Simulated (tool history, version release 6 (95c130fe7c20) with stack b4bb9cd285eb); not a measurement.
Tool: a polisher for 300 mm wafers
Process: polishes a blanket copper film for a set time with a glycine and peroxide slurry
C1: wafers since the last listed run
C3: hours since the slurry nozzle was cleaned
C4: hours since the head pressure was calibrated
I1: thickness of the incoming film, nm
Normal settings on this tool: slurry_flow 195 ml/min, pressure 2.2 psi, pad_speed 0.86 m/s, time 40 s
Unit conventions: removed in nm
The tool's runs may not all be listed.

run 1 hour=0.0 | slurry_flow=195 pressure=2.2 pad_speed=0.86 time=40 | C1=0 wafers_polished_on_this_pad=4592 C3=836.1 C4=439.4 | I1=2277.6 | removed=171.8
-- hour=8.0 slurry nozzle cleaned
-- hour=38.0 worn pad replaced by a new one
run 2 hour=66.3 | slurry_flow=195 pressure=2.2 pad_speed=0.86 time=44 | C1=666 wafers_polished_on_this_pad=307 C3=58.3 C4=505.7 | I1=2258.5 | removed=201.7
-- hour=163.1 head pressure recalibrated
run 3 hour=195.6 | slurry_flow=195 pressure=2.2 pad_speed=0.76 time=40 | C1=1384 wafers_polished_on_this_pad=1692 C3=187.6 C4=32.5 | I1=2251.5 | removed=160.7
run 4 hour=280.0 | slurry_flow=195 pressure=2.2 pad_speed=0.76 time=40 | C1=917 wafers_polished_on_this_pad=2609 C3=272.0 C4=116.9 | I1=2228.1 | removed=160.7
run 5 hour=359.7 | slurry_flow=195 pressure=2.2 pad_speed=0.86 time=40 | C1=866 wafers_polished_on_this_pad=3476 C3=351.7 C4=196.6 | I1=2252.3 | removed=170.3
run 6 hour=448.0 | slurry_flow=195 pressure=2.2 pad_speed=0.86 time=40 | C1=960 wafers_polished_on_this_pad=4436 C3=440.0 C4=284.9 | I1=2228.5 | removed=170.5
run 7 hour=485.3 | slurry_flow=195 pressure=2.2 pad_speed=0.86 time=40 | C1=405 wafers_polished_on_this_pad=4842 C3=477.3 C4=322.2 | I1=2220.0 | removed=168.2
-- hour=494.0 worn pad replaced by a new one
run 8 hour=536.2 | slurry_flow=195 pressure=2.2 pad_speed=0.86 time=40 | C1=510 wafers_polished_on_this_pad=459 C3=528.2 C4=373.1 | I1=2211.7 | removed=186.5
run 9 hour=623.6 | slurry_flow=195 pressure=2.2 pad_speed=0.86 time=40 | C1=950 wafers_polished_on_this_pad=1409 C3=615.6 C4=460.5 | I1=2220.3 | removed=183.3
-- hour=680.7 head pressure recalibrated
run 10 hour=689.6 | slurry_flow=195 pressure=2.2 pad_speed=0.86 time=40 | C1=695 wafers_polished_on_this_pad=2105 C3=681.6 C4=8.9 | I1=2228.2 | removed=174.6
run 11 hour=769.7 | slurry_flow=195 pressure=2.2 pad_speed=0.86 time=40 | C1=871 wafers_polished_on_this_pad=2976 C3=761.7 C4=89.0 | I1=2264.2 | removed=175.3
-- hour=773.6 slurry nozzle cleaned
run 12 hour=875.3 | slurry_flow=195 pressure=2.2 pad_speed=0.86 time=40 | C1=1137 wafers_polished_on_this_pad=4114 C3=101.7 C4=194.6 | I1=2231.1 | removed=170.2
run 13 hour=973.3 | slurry_flow=195 pressure=2.2 pad_speed=0.86 time=40 | C1=1065 wafers_polished_on_this_pad=5179 C3=199.7 C4=292.6 | I1=2231.8 | removed=166.2
-- hour=985.6 worn pad replaced by a new one
run 14 hour=1063.0 | slurry_flow=195 pressure=2.2 pad_speed=0.86 time=40 | C1=931 wafers_polished_on_this_pad=841 C3=289.4 C4=382.3 | I1=2246.1 | removed=183.8
run 15 hour=1160.5 | slurry_flow=235 pressure=2.2 pad_speed=0.86 time=48 | C1=1060 wafers_polished_on_this_pad=1901 C3=386.9 C4=479.8 | I1=2223.0 | removed=222.4
run 16 hour=1263.1 | slurry_flow=195 pressure=2.2 pad_speed=0.86 time=40 | C1=1115 wafers_polished_on_this_pad=3017 C3=489.5 C4=582.4 | I1=2249.1 | removed=182.8
-- hour=1308.1 head pressure recalibrated
run 17 hour=1312.0 | slurry_flow=195 pressure=2.2 pad_speed=0.86 time=40 | C1=510 wafers_polished_on_this_pad=3527 C3=538.4 C4=3.9 | I1=2223.7 | removed=174.5
run 18 hour=1357.1 | slurry_flow=195 pressure=2.2 pad_speed=0.86 time=45 | C1=490 wafers_polished_on_this_pad=4018 C3=583.5 C4=49.0 | I1=2256.3 | removed=191.9
-- hour=1387.2 worn pad replaced by a new one
run 19 hour=1415.3 | slurry_flow=195 pressure=2.2 pad_speed=0.86 time=40 | C1=589 wafers_polished_on_this_pad=305 C3=641.7 C4=107.2 | I1=2277.3 | removed=182.6
run 20 hour=1495.7 | slurry_flow=195 pressure=2.2 pad_speed=0.86 time=40 | C1=874 wafers_polished_on_this_pad=1180 C3=722.1 C4=187.6 | I1=2251.3 | removed=181.5
-- hour=1512.1 slurry nozzle cleaned
run 21 hour=1537.4 | slurry_flow=195 pressure=2.2 pad_speed=0.86 time=40 | C1=442 wafers_polished_on_this_pad=1622 C3=25.3 C4=229.3 | I1=2272.7 | removed=181.2
run 22 hour=1584.3 | slurry_flow=195 pressure=1.5 pad_speed=0.86 time=40 | C1=510 wafers_polished_on_this_pad=2132 C3=72.2 C4=276.2 | I1=2261.1 | removed=138.3
run 23 hour=1681.8 | slurry_flow=195 pressure=2.2 pad_speed=1.14 time=32 | C1=1060 wafers_polished_on_this_pad=3192 C3=169.7 C4=373.7 | I1=2276.4 | removed=178.8
-- hour=1798.4 worn pad replaced by a new one
-- hour=1880.1 head pressure recalibrated
run 24 hour=2004.0 | slurry_flow=160 pressure=2.5 pad_speed=0.64 time=26 | C1=3438 wafers_polished_on_this_pad=2214 C3=491.9 C4=123.9 | I1=2294.9 | removed=99.5
run 25 hour=2042.1 | slurry_flow=250 pressure=2.2 pad_speed=1.00 time=35 | C1=414 wafers_polished_on_this_pad=2628 C3=530.0 C4=162.0 | I1=2230.2 | removed=183.5
run 26 hour=2081.1 | slurry_flow=195 pressure=2.2 pad_speed=0.96 time=40 | C1=424 wafers_polished_on_this_pad=3052 C3=569.0 C4=201.0 | I1=2233.5 | removed=192.1
run 27 hour=2180.1 | slurry_flow=175 pressure=2.2 pad_speed=0.70 time=40 | C1=1076 wafers_polished_on_this_pad=4129 C3=668.0 C4=300.0 | I1=2203.9 | removed=147.9
-- hour=2204.9 worn pad replaced by a new one
run 28 hour=2234.6 | slurry_flow=250 pressure=2.7 pad_speed=1.04 time=53 | C1=549 wafers_polished_on_this_pad=323 C3=722.5 C4=354.5 | I1=2290.5 | removed=349.6

Hidden state or all else? Some run-to-run changes of removed, split into what the settings, what came in and random variation would give without the hidden state, and what is left for the hidden state (with any gauge scatter that isn't in both results):
The hidden state here: removal rate lost through wear of the pad, %; slurry flow missing at the pad, %; deviation of the head's pressure from its setpoint, %.
Run 13 -> 14: worn pad replaced by a new one. removed +17.6 nm: hidden state +16.9, all else +0.7.
Run 24 -> 25: slurry_flow 160 -> 250, pressure 2.5 -> 2.2, pad_speed 0.64 -> 1.00, time 26 -> 35. removed +84.0 nm: hidden state -0.6, all else +84.6.
Run 27 -> 28: slurry_flow 175 -> 250, pressure 2.2 -> 2.7, pad_speed 0.70 -> 1.04, time 40 -> 53, worn pad replaced by a new one. removed +201.7 nm: hidden state +17.1, all else +184.6.
